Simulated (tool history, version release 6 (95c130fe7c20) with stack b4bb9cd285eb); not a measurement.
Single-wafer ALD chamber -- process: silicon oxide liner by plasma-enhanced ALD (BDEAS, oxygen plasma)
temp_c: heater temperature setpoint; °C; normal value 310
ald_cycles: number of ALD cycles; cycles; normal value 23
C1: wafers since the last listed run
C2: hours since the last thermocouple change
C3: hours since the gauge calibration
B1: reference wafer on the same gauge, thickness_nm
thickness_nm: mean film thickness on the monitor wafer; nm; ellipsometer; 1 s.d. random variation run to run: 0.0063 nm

run 1 hour=0.0 | temp_c=310 ald_cycles=23 | C1=0 C2=913.8 C3=551.6 | B1=2.203 | thickness_nm=2.012
run 2 hour=40.1 | temp_c=310 ald_cycles=23 | C1=336 C2=953.9 C3=591.7 | B1=2.206 | thickness_nm=2.020
run 3 hour=98.8 | temp_c=310 ald_cycles=23 | C1=493 C2=1012.6 C3=650.4 | B1=2.201 | thickness_nm=2.002
run 4 hour=149.4 | temp_c=320 ald_cycles=23 | C1=425 C2=1063.2 C3=701.0 | B1=2.199 | thickness_nm=1.978
run 5 hour=191.7 | temp_c=320 ald_cycles=23 | C1=355 C2=1105.5 C3=743.3 | B1=2.200 | thickness_nm=1.979
run 6 hour=223.1 | temp_c=310 ald_cycles=23 | C1=263 C2=1136.9 C3=774.7 | B1=2.200 | thickness_nm=2.010
run 7 hour=281.4 | temp_c=310 ald_cycles=23 | C1=489 C2=1195.2 C3=833.0 | B1=2.199 | thickness_nm=2.003
-- hour=337.0 gauge calibrated
run 8 hour=429.2 | temp_c=310 ald_cycles=23 | C1=1241 C2=1343.0 C3=92.2 | B1=2.242 | thickness_nm=2.048
-- hour=449.2 thermocouple changed; heater temperature recalibrated
run 9 hour=500.3 | temp_c=310 ald_cycles=23 | C1=530 C2=51.1 C3=163.3 | B1=2.230 | thickness_nm=2.039
run 10 hour=546.8 | temp_c=310 ald_cycles=23 | C1=390 C2=97.6 C3=209.8 | B1=2.225 | thickness_nm=2.043
run 11 hour=578.4 | temp_c=298 ald_cycles=26 | C1=265 C2=129.2 C3=241.4 | B1=2.221 | thickness_nm=2.352
run 12 hour=606.5 | temp_c=310 ald_cycles=21 | C1=236 C2=157.3 C3=269.5 | B1=2.218 | thickness_nm=1.846
run 13 hour=665.3 | temp_c=310 ald_cycles=21 | C1=493 C2=216.1 C3=328.3 | B1=2.213 | thickness_nm=1.850
run 14 hour=707.2 | temp_c=310 ald_cycles=21 | C1=351 C2=258.0 C3=370.2 | B1=2.208 | thickness_nm=1.842
run 15 hour=747.3 | temp_c=310 ald_cycles=23 | C1=336 C2=298.1 C3=410.3 | B1=2.208 | thickness_nm=2.012
run 16 hour=783.3 | temp_c=315 ald_cycles=28 | C1=302 C2=334.1 C3=446.3 | B1=2.206 | thickness_nm=2.442
run 17 hour=844.4 | temp_c=316 ald_cycles=26 | C1=513 C2=395.2 C3=507.4 | B1=2.203 | thickness_nm=2.248
run 18 hour=879.4 | temp_c=310 ald_cycles=19 | C1=293 C2=430.2 C3=542.4 | B1=2.201 | thickness_nm=1.665
run 19 hour=918.3 | temp_c=321 ald_cycles=23 | C1=326 C2=469.1 C3=581.3 | B1=2.199 | thickness_nm=1.971
run 20 hour=964.4 | temp_c=310 ald_cycles=23 | C1=387 C2=515.2 C3=627.4 | B1=2.198 | thickness_nm=2.013
run 21 hour=1008.4 | temp_c=305 ald_cycles=22 | C1=369 C2=559.2 C3=671.4 | B1=2.198 | thickness_nm=1.929
-- hour=1063.9 gauge calibrated
run 22 hour=1069.5 | temp_c=310 ald_cycles=23 | C1=513 C2=620.3 C3=5.6 | B1=2.266 | thickness_nm=2.075
run 23 hour=1128.0 | temp_c=303 ald_cycles=23 | C1=491 C2=678.8 C3=64.1 | B1=2.253 | thickness_nm=2.081
run 24 hour=1174.3 | temp_c=322 ald_cycles=27 | C1=388 C2=725.1 C3=110.4 | B1=2.244 | thickness_nm=2.366
run 25 hour=1226.7 | temp_c=310 ald_cycles=23 | C1=440 C2=777.5 C3=162.8 | B1=2.238 | thickness_nm=2.045
run 26 hour=1272.9 | temp_c=310 ald_cycles=23 | C1=388 C2=823.7 C3=209.0 | B1=2.231 | thickness_nm=2.047
run 27 hour=1298.0 | temp_c=319 ald_cycles=21 | C1=210 C2=848.8 C3=234.1 | B1=2.228 | thickness_nm=1.826
run 28 hour=1329.6 | temp_c=301 ald_cycles=26 | C1=265 C2=880.4 C3=265.7 | B1=2.224 | thickness_nm=2.335
run 29 hour=1394.4 | temp_c=301 ald_cycles=21 | C1=544 C2=945.2 C3=330.5 | B1=2.217 | thickness_nm=1.883
run 30 hour=1431.3 | temp_c=310 ald_cycles=20 | C1=309 C2=982.1 C3=367.4 | B1=2.218 | thickness_nm=1.761

Consider 4 possible next runs. They are alternatives, not a sequence: every one starts from the tool as it was left by run 30. What does each give?
run A hour=1431.7 | temp_c=310 ald_cycles=23 | C1=3 C2=982.5 C3=367.8 | B1=? | thickness_nm=?
run B hour=1431.7 | temp_c=301 ald_cycles=20 | C1=3 C2=982.5 C3=367.8 | B1=? | thickness_nm=?
run C hour=1431.7 | temp_c=323 ald_cycles=26 | C1=3 C2=982.5 C3=367.8 | B1=? | thickness_nm=?
run D hour=1431.7 | temp_c=314 ald_cycles=23 | C1=3 C2=982.5 C3=367.8 | B1=? | thickness_nm=?

run=A B1=2.216 thickness_nm=2.022
run=B B1=2.216 thickness_nm=1.785
run=C B1=2.216 thickness_nm=2.238
run=D B1=2.216 thickness_nm=2.009
Stripped of hidden state, with their random variation kept, the same runs would have yielded:
run=A thickness_nm=2.063
run=B thickness_nm=1.821
run=C thickness_nm=2.283
run=D thickness_nm=2.049
